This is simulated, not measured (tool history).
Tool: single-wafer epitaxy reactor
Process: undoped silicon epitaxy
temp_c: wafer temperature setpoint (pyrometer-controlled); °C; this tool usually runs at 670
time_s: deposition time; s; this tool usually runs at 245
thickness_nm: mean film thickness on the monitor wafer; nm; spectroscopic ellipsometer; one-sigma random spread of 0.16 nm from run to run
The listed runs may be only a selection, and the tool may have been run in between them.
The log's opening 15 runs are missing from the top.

run,hour,temp_c,time_s,wafers since the last listed run,hours since the last pyrometer calibration,hours since the gauge calibration,"read-back reference wafer on the same gauge, thickness_nm",thickness_nm
16,398.2,670,265,84,1463.4,1361.5,68.675,68.509
# hour 448.3: gauge calibrated
17,504.8,670,265,621,1570,56.5,68.567,68.337
18,530.6,670,265,150,1595.8,82.3,68.598,68.795
19,562.6,670,208,186,1627.8,114.3,68.561,53.849
20,585,670,208,130,1650.2,136.7,68.591,53.774
21,606.9,670,208,127,1672.1,158.6,68.633,53.85
22,631.3,677,245,142,1696.5,183,68.641,72.536
23,696.6,670,245,380,1761.8,248.3,68.594,63.439
24,722.4,656,245,150,1787.6,274.1,68.621,48.344
25,736.3,670,245,81,1801.5,288,68.532,63.432
26,772.2,678,291,209,1837.4,323.9,68.636,87.04
27,796.2,670,245,139,1861.4,347.9,68.568,63.213
28,818.5,663,206,130,1883.7,370.2,68.601,46.736
29,841.4,661,230,133,1906.6,393.1,68.605,50.215
30,870.9,670,245,171,1936.1,422.6,68.628,63.293
31,885.5,683,286,85,1950.7,437.2,68.62,94.177
32,905.2,678,219,114,1970.4,456.9,68.596,65.893
# hour 999.9: pyrometer calibrated
33,1008.4,656,281,555,8.5,560.1,68.575,55.342
34,1025.7,670,229,100,25.8,577.4,68.59,59.043
35,1057.4,684,292,184,57.5,609.1,68.616,98.007
36,1090.3,656,259,191,90.4,642,68.593,51.244
37,1110.6,680,245,118,110.7,662.3,68.568,76.5
38,1144.4,670,245,197,144.5,696.1,68.609,63.209

Predict the results of run 39:
39,1168.4,670,245,139,168.5,720.1,?,?

read-back reference wafer on the same gauge, thickness_nm: 68.601
thickness_nm: 63.241 nm
With no hidden state in the tool, this same run would have given thickness_nm 63.241 nm.

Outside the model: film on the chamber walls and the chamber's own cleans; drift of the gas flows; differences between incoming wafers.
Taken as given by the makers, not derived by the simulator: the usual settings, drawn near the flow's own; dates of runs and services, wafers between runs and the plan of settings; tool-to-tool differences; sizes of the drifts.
